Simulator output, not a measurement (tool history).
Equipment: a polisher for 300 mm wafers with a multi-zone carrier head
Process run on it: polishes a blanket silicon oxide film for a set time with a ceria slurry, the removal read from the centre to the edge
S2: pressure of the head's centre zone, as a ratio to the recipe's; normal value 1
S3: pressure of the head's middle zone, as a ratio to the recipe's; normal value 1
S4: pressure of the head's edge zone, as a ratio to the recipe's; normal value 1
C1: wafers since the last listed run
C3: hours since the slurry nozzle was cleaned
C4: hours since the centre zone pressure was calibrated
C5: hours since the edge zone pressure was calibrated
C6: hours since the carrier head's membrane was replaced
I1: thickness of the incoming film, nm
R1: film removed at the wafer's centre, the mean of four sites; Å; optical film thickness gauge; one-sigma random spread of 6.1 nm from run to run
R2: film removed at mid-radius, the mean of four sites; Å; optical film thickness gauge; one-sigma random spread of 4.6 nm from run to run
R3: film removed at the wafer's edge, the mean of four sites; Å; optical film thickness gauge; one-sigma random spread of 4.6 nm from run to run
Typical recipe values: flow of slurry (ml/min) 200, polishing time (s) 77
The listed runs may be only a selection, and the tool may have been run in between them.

run 1 day=0 | flow_of_slurry_(ml/min)=200 S2=1 S3=1 S4=1 polishing_time_(s)=77 | C1=0 wafers_polished_on_this_pad=1343 C3=337.5 C4=172.8 C5=204.4 C6=195.2 | I1=1491.2 | R1=5998 R2=6126 R3=6224
run 2 day=1.579 | flow_of_slurry_(ml/min)=200 S2=1 S3=1.03 S4=1 polishing_time_(s)=77 | C1=472 wafers_polished_on_this_pad=1815 C3=375.4 C4=210.7 C5=242.3 C6=233.1 | I1=1498 | R1=6008 R2=6260 R3=6104
run 3 day=5.383 | flow_of_slurry_(ml/min)=200 S2=1 S3=1.03 S4=1 polishing_time_(s)=77 | C1=1137 wafers_polished_on_this_pad=2952 C3=466.7 C4=302 C5=333.6 C6=324.4 | I1=1475.2 | R1=5744 R2=6166 R3=6055
-- day=6.429 slurry nozzle cleaned
run 4 day=8.621 | flow_of_slurry_(ml/min)=200 S2=1 S3=0.89 S4=1 polishing_time_(s)=77 | C1=955 wafers_polished_on_this_pad=3908 C3=52.6 C4=379.7 C5=411.3 C6=402.1 | I1=1471.1 | R1=6134 R2=5682 R3=6323
run 5 day=12.038 | flow_of_slurry_(ml/min)=200 S2=0.91 S3=1 S4=1.11 polishing_time_(s)=63 | C1=1021 wafers_polished_on_this_pad=4930 C3=134.6 C4=461.7 C5=493.3 C6=484.1 | I1=1490.6 | R1=4548 R2=5155 R3=5335
-- day=14.033 carrier head's membrane replaced by a new one
-- day=14.654 edge zone pressure recalibrated
-- day=15.712 worn pad replaced by a new one
run 6 day=16.529 | flow_of_slurry_(ml/min)=200 S2=1 S3=1 S4=1 polishing_time_(s)=77 | C1=1206 wafers_polished_on_this_pad=244 C3=242.4 C4=569.5 C5=45 C6=59.9 | I1=1492.5 | R1=6117 R2=6235 R3=6275
run 7 day=20.775 | flow_of_slurry_(ml/min)=200 S2=0.94 S3=1 S4=1 polishing_time_(s)=77 | C1=1269 wafers_polished_on_this_pad=1514 C3=344.3 C4=671.4 C5=146.9 C6=161.8 | I1=1481.4 | R1=5621 R2=6174 R3=6236
-- day=24.358 centre zone pressure recalibrated
run 8 day=25.088 | flow_of_slurry_(ml/min)=170 S2=1 S3=1.12 S4=1 polishing_time_(s)=77 | C1=1264 wafers_polished_on_this_pad=2778 C3=447.8 C4=17.5 C5=250.4 C6=265.3 | I1=1492.1 | R1=5763 R2=6614 R3=6049
-- day=26.329 slurry nozzle cleaned
run 9 day=27.062 | flow_of_slurry_(ml/min)=175 S2=1.08 S3=1 S4=1.11 polishing_time_(s)=104 | C1=578 wafers_polished_on_this_pad=3356 C3=17.6 C4=64.9 C5=297.8 C6=312.7 | I1=1501.1 | R1=8726 R2=8469 R3=8740
run 10 day=29.233 | flow_of_slurry_(ml/min)=200 S2=0.92 S3=1 S4=1 polishing_time_(s)=60 | C1=649 wafers_polished_on_this_pad=4005 C3=69.7 C4=117 C5=349.9 C6=364.8 | I1=1492.6 | R1=4396 R2=4850 R3=4909
run 11 day=33.175 | flow_of_slurry_(ml/min)=200 S2=1 S3=1 S4=1 polishing_time_(s)=77 | C1=1178 wafers_polished_on_this_pad=5184 C3=164.3 C4=211.6 C5=444.5 C6=459.4 | I1=1489.9 | R1=6089 R2=6268 R3=6244
-- day=35.483 worn pad replaced by a new one
run 12 day=36.688 | flow_of_slurry_(ml/min)=200 S2=1 S3=1 S4=1 polishing_time_(s)=77 | C1=1000 wafers_polished_on_this_pad=359 C3=248.6 C4=295.9 C5=528.8 C6=543.7 | I1=1514.9 | R1=6000 R2=6180 R3=6163
-- day=37.533 carrier head's membrane replaced by a new one
-- day=38.221 edge zone pressure recalibrated
run 13 day=39.05 | flow_of_slurry_(ml/min)=200 S2=1 S3=1 S4=1 polishing_time_(s)=77 | C1=619 wafers_polished_on_this_pad=978 C3=305.3 C4=352.6 C5=19.9 C6=36.4 | I1=1483 | R1=5939 R2=6190 R3=6239
run 14 day=42.696 | flow_of_slurry_(ml/min)=225 S2=1 S3=1.1 S4=0.89 polishing_time_(s)=56 | C1=1090 wafers_polished_on_this_pad=2068 C3=392.8 C4=440.1 C5=107.4 C6=123.9 | I1=1505.8 | R1=4380 R2=4863 R3=4318
-- day=46.892 slurry nozzle cleaned
run 15 day=46.912 | flow_of_slurry_(ml/min)=200 S2=1.11 S3=1 S4=1 polishing_time_(s)=77 | C1=1248 wafers_polished_on_this_pad=3317 C3=0.5 C4=541.3 C5=208.6 C6=225.1 | I1=1499.1 | R1=6843 R2=6304 R3=6271
run 16 day=49.529 | flow_of_slurry_(ml/min)=200 S2=1 S3=1 S4=1 polishing_time_(s)=77 | C1=782 wafers_polished_on_this_pad=4099 C3=63.3 C4=604.1 C5=271.4 C6=287.9 | I1=1479.8 | R1=6116 R2=6141 R3=6243
run 17 day=51.183 | flow_of_slurry_(ml/min)=200 S2=1 S3=1 S4=1 polishing_time_(s)=77 | C1=494 wafers_polished_on_this_pad=4594 C3=103 C4=643.8 C5=311.1 C6=327.6 | I1=1503.5 | R1=6176 R2=6283 R3=6187
run 18 day=53.296 | flow_of_slurry_(ml/min)=200 S2=1 S3=1.05 S4=0.89 polishing_time_(s)=77 | C1=631 wafers_polished_on_this_pad=5225 C3=153.7 C4=694.5 C5=361.8 C6=378.3 | I1=1490.6 | R1=6088 R2=6498 R3=5890
-- day=54.979 centre zone pressure recalibrated
run 19 day=56.229 | flow_of_slurry_(ml/min)=200 S2=1 S3=1 S4=0.92 polishing_time_(s)=55 | C1=852 wafers_polished_on_this_pad=6078 C3=224.1 C4=30 C5=432.2 C6=448.7 | I1=1477.8 | R1=4317 R2=4401 R3=4332
-- day=59.446 edge zone pressure recalibrated
-- day=59.7 carrier head's membrane replaced by a new one
-- day=60.062 worn pad replaced by a new one
run 20 day=60.083 | flow_of_slurry_(ml/min)=200 S2=1 S3=1 S4=1 polishing_time_(s)=102 | C1=1015 wafers_polished_on_this_pad=5 C3=316.6 C4=122.5 C5=15.3 C6=9.2 | I1=1461.3 | R1=8030 R2=8306 R3=8296
run 21 day=61.712 | flow_of_slurry_(ml/min)=170 S2=0.88 S3=1 S4=0.96 polishing_time_(s)=55 | C1=487 wafers_polished_on_this_pad=492 C3=355.7 C4=161.6 C5=54.4 C6=48.3 | I1=1479.2 | R1=3733 R2=4329 R3=4257

Here are 5 independent what-if runs from the current tool condition. What would each one return?
run A day=61.729 | flow_of_slurry_(ml/min)=200 S2=1 S3=1 S4=1 polishing_time_(s)=77 | C1=4 wafers_polished_on_this_pad=497 C3=356.1 C4=162 C5=54.8 C6=48.7 | I1=1489.1 | R1=? R2=? R3=?
run B day=61.729 | flow_of_slurry_(ml/min)=200 S2=0.96 S3=1 S4=1 polishing_time_(s)=77 | C1=4 wafers_polished_on_this_pad=497 C3=356.1 C4=162 C5=54.8 C6=48.7 | I1=1489.1 | R1=? R2=? R3=?
run C day=61.729 | flow_of_slurry_(ml/min)=200 S2=0.91 S3=1 S4=1 polishing_time_(s)=77 | C1=4 wafers_polished_on_this_pad=497 C3=356.1 C4=162 C5=54.8 C6=48.7 | I1=1489.1 | R1=? R2=? R3=?
run D day=61.729 | flow_of_slurry_(ml/min)=200 S2=1.05 S3=1.12 S4=0.93 polishing_time_(s)=100 | C1=4 wafers_polished_on_this_pad=497 C3=356.1 C4=162 C5=54.8 C6=48.7 | I1=1489.1 | R1=? R2=? R3=?
run E day=61.729 | flow_of_slurry_(ml/min)=200 S2=1 S3=1 S4=0.96 polishing_time_(s)=88 | C1=4 wafers_polished_on_this_pad=497 C3=356.1 C4=162 C5=54.8 C6=48.7 | I1=1489.1 | R1=? R2=? R3=?

run=A R1=6013 R2=6165 R3=6219
run=B R1=5781 R2=6166 R3=6219
run=C R1=5490 R2=6168 R3=6219
run=D R1=8194 R2=8816 R3=7790
run=E R1=6872 R2=7046 R3=6970
Without the tool's unlogged condition, the same runs would have read:
run=A R1=6159 R2=6297 R3=6316
run=B R1=5920 R2=6299 R3=6316
run=C R1=5623 R2=6300 R3=6316
run=D R1=8392 R2=9005 R3=7913
run=E R1=7038 R2=7197 R3=7079
